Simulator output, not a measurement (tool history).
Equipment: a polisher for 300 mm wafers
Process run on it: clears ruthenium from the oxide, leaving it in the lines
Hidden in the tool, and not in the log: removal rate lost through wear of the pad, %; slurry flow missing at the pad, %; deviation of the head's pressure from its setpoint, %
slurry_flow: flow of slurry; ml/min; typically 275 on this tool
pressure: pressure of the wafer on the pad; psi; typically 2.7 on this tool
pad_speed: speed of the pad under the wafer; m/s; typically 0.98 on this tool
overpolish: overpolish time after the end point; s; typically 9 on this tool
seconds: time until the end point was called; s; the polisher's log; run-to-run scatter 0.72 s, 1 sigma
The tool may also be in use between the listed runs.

| run | hour | slurry_flow | pressure | pad_speed | overpolish | wafers since the last listed run | wafers polished on this pad | hours since the slurry nozzle was cleaned | hours since the head pressure was calibrated | incoming thickness of the incoming film, nm | seconds |
|---|---|---|---|---|---|---|---|---|---|---|---|
| 1 | 0 | 275 | 2.7 | 0.98 | 9 | 0 | 367 | 562.9 | 642.6 | 108.4 | 76.2 |
| 2 | 10.8 | 275 | 2.7 | 0.98 | 9 | 144 | 511 | 573.7 | 653.4 | 112.2 | 77.8 |
| 3 | 25.6 | 275 | 2.4 | 0.98 | 9 | 197 | 708 | 588.5 | 668.2 | 108.9 | 86.6 |
| 4 | 34.4 | 275 | 2.4 | 0.98 | 9 | 117 | 826 | 597.3 | 677 | 109.7 | 89.1 |
|  | 49.1 | worn pad replaced by a new one |
| 5 | 87.1 | 275 | 2.4 | 0.98 | 9 | 649 | 507 | 650 | 729.7 | 109.8 | 86.2 |
| 6 | 95.7 | 275 | 2.7 | 0.98 | 9 | 114 | 622 | 658.6 | 738.3 | 110.6 | 77.7 |
|  | 125.9 | worn pad replaced by a new one |
| 7 | 142.1 | 275 | 2.7 | 0.98 | 9 | 565 | 215 | 705 | 784.7 | 110.6 | 83.6 |
| 8 | 155.2 | 275 | 2.7 | 0.98 | 9 | 174 | 390 | 718.1 | 797.8 | 109.4 | 84.6 |
| 9 | 167.3 | 235 | 3 | 0.98 | 9 | 161 | 551 | 730.2 | 809.9 | 111 | 78.3 |
| 10 | 180.6 | 235 | 3 | 0.98 | 9 | 177 | 728 | 743.5 | 823.2 | 109.6 | 77.7 |
|  | 188.9 | worn pad replaced by a new one, repeated, since the last time left the tool worse |
| 11 | 192.7 | 235 | 3 | 0.98 | 9 | 108 | 50 | 755.6 | 835.3 | 111.9 | 69.6 |
|  | 198 | head pressure recalibrated |
| 12 | 208.3 | 275 | 2.7 | 0.98 | 9 | 181 | 231 | 771.2 | 10.3 | 109.6 | 74.2 |
| 13 | 224.1 | 275 | 2.7 | 0.98 | 9 | 210 | 442 | 787 | 26.1 | 109.1 | 76.4 |
| 14 | 236.2 | 275 | 2.7 | 0.98 | 9 | 161 | 603 | 799.1 | 38.2 | 110.1 | 77.6 |
| 15 | 242.5 | 275 | 3.2 | 0.86 | 9 | 84 | 687 | 805.4 | 44.5 | 109.2 | 72.7 |
| 16 | 258 | 320 | 2.7 | 0.98 | 9 | 206 | 894 | 820.9 | 60 | 111.6 | 76.5 |
| 17 | 265.8 | 320 | 2.3 | 1.16 | 13 | 104 | 998 | 828.7 | 67.8 | 111.4 | 79.1 |
|  | 267.3 | slurry nozzle cleaned |
|  | 271.9 | worn pad replaced by a new one |
| 18 | 279.3 | 275 | 2.7 | 1.22 | 9 | 113 | 98 | 12 | 81.3 | 111.5 | 63 |
| 19 | 292.6 | 340 | 2.7 | 0.98 | 9 | 177 | 275 | 25.3 | 94.6 | 108.2 | 73.7 |
| 20 | 308.2 | 275 | 1.9 | 0.98 | 9 | 208 | 483 | 40.9 | 110.2 | 108.6 | 107.2 |
| 21 | 321.1 | 275 | 2.7 | 0.98 | 5 | 172 | 655 | 53.8 | 123.1 | 111.1 | 78.4 |
| 22 | 331.4 | 275 | 2.1 | 0.98 | 14 | 137 | 792 | 64.1 | 133.4 | 110.7 | 101.5 |
| 23 | 339.3 | 275 | 2.7 | 0.98 | 9 | 105 | 898 | 72 | 141.3 | 112.2 | 79.1 |
|  | 348.9 | worn pad replaced by a new one |
| 24 | 349.4 | 225 | 3.2 | 0.68 | 12 | 81 | 6 | 82.1 | 151.4 | 110.9 | 85.4 |
| 25 | 372.5 | 305 | 3.1 | 1.18 | 14 | 308 | 314 | 105.2 | 174.5 | 111.9 | 57.1 |
| 26 | 384.2 | 275 | 2.7 | 0.88 | 9 | 156 | 470 | 116.9 | 186.2 | 109.8 | 85.6 |
| 27 | 390.7 | 275 | 2.4 | 0.98 | 11 | 86 | 557 | 123.4 | 192.7 | 110.1 | 87.7 |
| 28 | 403.1 | 205 | 2.5 | 0.68 | 5 | 165 | 722 | 135.8 | 205.1 | 110.7 | 116.7 |
| 29 | 415.7 | 305 | 2.7 | 0.98 | 9 | 168 | 890 | 148.4 | 217.7 | 108.5 | 76.4 |
| 30 | 423.1 | 275 | 2.7 | 0.98 | 9 | 98 | 989 | 155.8 | 225.1 | 109.4 | 77.8 |
|  | 430.3 | worn pad replaced by a new one |
| 31 | 433.4 | 275 | 2.7 | 0.98 | 9 | 84 | 41 | 166.1 | 235.4 | 112.4 | 76 |

Across each entry between runs, compare the hidden state at the last listed run before it with the hidden state at the first listed run after it:
Between runs 4 and 5: worn pad replaced by a new one (hour 49.1)
  removal rate lost through wear of the pad, %: 6.28 -> 5.14
  measured minus no-state result, seconds: +5.6 -> +4.4 s
Between runs 6 and 7: worn pad replaced by a new one (hour 125.9)
  removal rate lost through wear of the pad, %: 5.57 -> 12.8
  measured minus no-state result, seconds: +4.4 -> +10.7 s
Between runs 10 and 11: worn pad replaced by a new one, repeated, since the last time left the tool worse (hour 188.9)
  removal rate lost through wear of the pad, %: 15.4 -> 1.58
  measured minus no-state result, seconds: +12 -> +1.1 s
Between runs 11 and 12: head pressure recalibrated (hour 198)
  removal rate lost through wear of the pad, %: 1.58 -> 3.86
  measured minus no-state result, seconds: +1.1 -> +2.9 s
Between runs 17 and 18: slurry nozzle cleaned (hour 267.3); worn pad replaced by a new one (hour 271.9)
  removal rate lost through wear of the pad, %: 6.62 -> 2.12
  measured minus no-state result, seconds: +5.2 -> +1.4 s
Between runs 23 and 24: worn pad replaced by a new one (hour 348.9)
  removal rate lost through wear of the pad, %: 6.34 -> 1.01
  measured minus no-state result, seconds: +5 -> +0.9 s
Between runs 30 and 31: worn pad replaced by a new one (hour 430.3)
  removal rate lost through wear of the pad, %: 6.66 -> 0.66
  measured minus no-state result, seconds: +5.2 -> +0.5 s
